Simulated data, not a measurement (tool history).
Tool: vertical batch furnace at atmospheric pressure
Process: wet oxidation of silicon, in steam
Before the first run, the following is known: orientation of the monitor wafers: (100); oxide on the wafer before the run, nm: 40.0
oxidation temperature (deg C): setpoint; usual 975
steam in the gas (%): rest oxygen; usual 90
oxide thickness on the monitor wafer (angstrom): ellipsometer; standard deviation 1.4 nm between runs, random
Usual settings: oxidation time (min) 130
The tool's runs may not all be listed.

run    hour  oxidation temperature (deg C)  oxidation time (min)  steam in the gas (%)  wafers since the last listed run  hours since the last temperature calibration  hours since the steam generator was serviced  hours since the gauge calibration  read-back reference wafer on the same gauge, thickness  oxide thickness on the monitor wafer (angstrom)
  1       0                            975                   130                    93                                 0                                        2168.4                                        2570.7                              888.5                                                  751.16                                           6503.6
  2     105                            975                   130                    93                              1510                                        2273.4                                        2675.7                              993.5                                                  751.09                                           6540.8
  3   384.9                            975                   130                    93                              4026                                        2553.3                                        2955.6                             1273.4                                                  750.89                                           6579.5
  4   482.7                            975                   130                    90                              1406                                        2651.1                                        3053.4                             1371.2                                                  751.44                                           6403.4
      527.1  -- thermocouples replaced and temperature profile calibrated
  5   587.8                            975                   130                    90                              1166                                          60.7                                        3158.5                             1476.3                                                  751.21                                             6280
  6   648.7                            975                 174.5                    93                               876                                         121.6                                        3219.4                             1537.2                                                  751.04                                           7770.4
      661.6  -- gauge calibrated
  7   724.6                            975                 174.5                    93                              1091                                         197.5                                        3295.3                                 63                                                  750.44                                           7783.8
  8   780.2                            975                 174.5                    93                               799                                         253.1                                        3350.9                              118.6                                                  750.92                                           7741.8
  9   828.4                            975                   130                    90                               693                                         301.3                                        3399.1                              166.8                                                  751.79                                           6312.5
 10   919.2                            975                   130                    80                              1306                                         392.1                                        3489.9                              257.6                                                   751.1                                           5820.6
 11   995.2                            985                   130                    90                              1093                                         468.1                                        3565.9                              333.6                                                  750.88                                           6696.7
     1021.4  -- steam generator serviced
 12  1043.8                            975                   130                    90                               353                                         516.7                                          22.4                              382.2                                                  751.06                                           6315.9
 13  1123.3                            975                   130                    90                              1143                                         596.2                                         101.9                              461.7                                                  750.63                                           6291.2
 14  1181.8                            975                 155.5                    97                               841                                         654.7                                         160.4                              520.2                                                  751.59                                           7409.6
 15  1278.2                            975                   130                    90                              1386                                         751.1                                         256.8                              616.6                                                   751.4                                           6315.3
 16  1340.7                            992                   172                    81                               899                                         813.6                                         319.3                              679.1                                                  751.24                                           7814.7
 17  1420.9                            956                   130                    90                              1153                                         893.8                                         399.5                              759.3                                                  750.94                                           5526.4
 18    1527                            952                   130                    90                              1526                                         999.9                                         505.6                              865.4                                                  751.54                                           5371.2

Here are 4 independent what-if runs from the current tool condition. What would each one return?
  A  1532.7                            975                   130                    90                                81                                        1005.6                                         511.3                              871.1                                                       ?                                                ?
  B  1532.7                            975                 104.5                    84                                81                                        1005.6                                         511.3                              871.1                                                       ?                                                ?
  C  1532.7                            975                   105                    90                                81                                        1005.6                                         511.3                              871.1                                                       ?                                                ?
  D  1532.7                            964                   130                    97                                81                                        1005.6                                         511.3                              871.1                                                       ?                                                ?

run  read-back reference wafer on the same gauge, thickness  oxide thickness on the monitor wafer (angstrom)
  A                                                   750.7                                           6313.6
  B                                                   750.7                                           5235.3
  C                                                   750.7                                             5495
  D                                                   750.7                                           6151.7
Without the tool's hidden state the same runs would have given:
run  oxide thickness on the monitor wafer (angstrom)
  A                                           6286.7
  B                                           5211.7
  C                                           5470.6
  D                                           6124.2
